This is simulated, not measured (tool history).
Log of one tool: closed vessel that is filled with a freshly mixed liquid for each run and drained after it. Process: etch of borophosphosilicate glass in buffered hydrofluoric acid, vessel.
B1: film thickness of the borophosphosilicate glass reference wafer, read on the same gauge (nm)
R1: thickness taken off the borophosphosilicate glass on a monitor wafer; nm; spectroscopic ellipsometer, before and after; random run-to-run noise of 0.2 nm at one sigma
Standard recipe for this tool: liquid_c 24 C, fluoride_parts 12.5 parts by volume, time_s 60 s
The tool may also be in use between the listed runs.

{"run": 1, "hour": 0.0, "liquid_c": 20.5, "fluoride_parts": 12.5, "time_s": 60, "B1": 70, "R1": 49.7}
{"run": 2, "hour": 99.3, "liquid_c": 26, "fluoride_parts": 12.5, "time_s": 60, "B1": 70.02, "R1": 66.9}
{"hour": 108.4, "done": "hydrofluoric acid flow meter replaced"}
{"run": 3, "hour": 175.3, "liquid_c": 27, "fluoride_parts": 12.5, "time_s": 60, "B1": 70, "R1": 70.49}
{"run": 4, "hour": 218.4, "liquid_c": 27, "fluoride_parts": 12.5, "time_s": 60, "B1": 70, "R1": 70.6}
{"run": 5, "hour": 313.4, "liquid_c": 24, "fluoride_parts": 12.5, "time_s": 60, "B1": 69.98, "R1": 59.78}
{"hour": 314.8, "done": "gauge calibrated"}
{"run": 6, "hour": 382.2, "liquid_c": 24, "fluoride_parts": 12.5, "time_s": 60, "B1": 70.01, "R1": 59.48}
{"run": 7, "hour": 453.8, "liquid_c": 24, "fluoride_parts": 12.5, "time_s": 60, "B1": 70.03, "R1": 59.66}
{"run": 8, "hour": 503.5, "liquid_c": 24, "fluoride_parts": 9.5, "time_s": 35, "B1": 69.99, "R1": 44.88}
{"run": 9, "hour": 591.5, "liquid_c": 24, "fluoride_parts": 12.5, "time_s": 30, "B1": 70.01, "R1": 29.78}
{"run": 10, "hour": 688.3, "liquid_c": 24, "fluoride_parts": 12.5, "time_s": 60, "B1": 70, "R1": 59.51}
{"run": 11, "hour": 743.4, "liquid_c": 20, "fluoride_parts": 12.5, "time_s": 60, "B1": 70.02, "R1": 48.01}
{"run": 12, "hour": 805.9, "liquid_c": 24, "fluoride_parts": 12.5, "time_s": 60, "B1": 69.99, "R1": 59.58}
{"run": 13, "hour": 850.7, "liquid_c": 25.5, "fluoride_parts": 14.5, "time_s": 60, "B1": 70.05, "R1": 56.04}
{"run": 14, "hour": 896.5, "liquid_c": 26.5, "fluoride_parts": 7.5, "time_s": 45, "B1": 70.01, "R1": 82.94}
{"run": 15, "hour": 974.9, "liquid_c": 26, "fluoride_parts": 14.5, "time_s": 40, "B1": 69.97, "R1": 38.11}
{"hour": 982.9, "done": "thermometer replaced"}
{"run": 16, "hour": 1076.8, "liquid_c": 24, "fluoride_parts": 12.5, "time_s": 60, "B1": 70.01, "R1": 60.65}
{"hour": 1123.2, "done": "hydrofluoric acid flow meter replaced"}
{"run": 17, "hour": 1167.4, "liquid_c": 24, "fluoride_parts": 12.5, "time_s": 60, "B1": 70.03, "R1": 60.91}
{"run": 18, "hour": 1216.0, "liquid_c": 19.5, "fluoride_parts": 12.5, "time_s": 60, "B1": 69.98, "R1": 47.55}
{"run": 19, "hour": 1255.8, "liquid_c": 24, "fluoride_parts": 10, "time_s": 70, "B1": 70.02, "R1": 88.35}
{"run": 20, "hour": 1566.5, "liquid_c": 28, "fluoride_parts": 14, "time_s": 80, "B1": 69.99, "R1": 89.01}
{"run": 21, "hour": 1615.9, "liquid_c": 24, "fluoride_parts": 14, "time_s": 60, "B1": 69.99, "R1": 54.22}
{"run": 22, "hour": 1659.1, "liquid_c": 21, "fluoride_parts": 11, "time_s": 80, "B1": 70.01, "R1": 77.57}
{"run": 23, "hour": 1760.5, "liquid_c": 27, "fluoride_parts": 12.5, "time_s": 75, "B1": 70, "R1": 88.79}
{"run": 24, "hour": 1976.0, "liquid_c": 27.5, "fluoride_parts": 8, "time_s": 90, "B1": 70, "R1": 165.82}
{"run": 25, "hour": 2087.2, "liquid_c": 22, "fluoride_parts": 10, "time_s": 60, "B1": 70.02, "R1": 66.73}
{"hour": 2172.5, "done": "hydrofluoric acid flow meter replaced"}
{"run": 26, "hour": 2184.8, "liquid_c": 24, "fluoride_parts": 12.5, "time_s": 60, "B1": 70, "R1": 59.68}
{"run": 27, "hour": 2250.2, "liquid_c": 24, "fluoride_parts": 12.5, "time_s": 60, "B1": 69.98, "R1": 59.75}
{"run": 28, "hour": 2294.2, "liquid_c": 20, "fluoride_parts": 12.5, "time_s": 70, "B1": 69.98, "R1": 55.9}
{"run": 29, "hour": 2346.5, "liquid_c": 24, "fluoride_parts": 11, "time_s": 75, "B1": 70.01, "R1": 84.57}
{"run": 30, "hour": 2471.3, "liquid_c": 21.5, "fluoride_parts": 8, "time_s": 80, "B1": 70.01, "R1": 105.06}
{"hour": 2527.1, "done": "gauge calibrated"}
{"run": 31, "hour": 2550.7, "liquid_c": 20.5, "fluoride_parts": 9, "time_s": 60, "B1": 69.99, "R1": 65.63}
{"run": 32, "hour": 2599.1, "liquid_c": 24, "fluoride_parts": 8.5, "time_s": 60, "B1": 70, "R1": 84.68}

What the log doesn't show, run by run:
hydrofluoric acid flow above the setpoint (%): 0, the same for each run
gauge reads high (%): 0, the same for each run
H1: liquid colder than its thermometer reads (K)
run=1 H1=0.25
run=2 H1=0.278
run=3 H1=0.299
run=4 H1=0.311
run=5 H1=0.337
run=6 H1=0.356
run=7 H1=0.376
run=8 H1=0.39
run=9 H1=0.415
run=10 H1=0.441
run=11 H1=0.457
run=12 H1=0.474
run=13 H1=0.486
run=14 H1=0.499
run=15 H1=0.521
run=16 H1=0.0445
run=17 H1=0.0697
run=18 H1=0.0831
run=19 H1=0.0942
run=20 H1=0.18
run=21 H1=0.194
run=22 H1=0.206
run=23 H1=0.234
run=24 H1=0.294
run=25 H1=0.325
run=26 H1=0.352
run=27 H1=0.37
run=28 H1=0.382
run=29 H1=0.397
run=30 H1=0.431
run=31 H1=0.453
run=32 H1=0.467
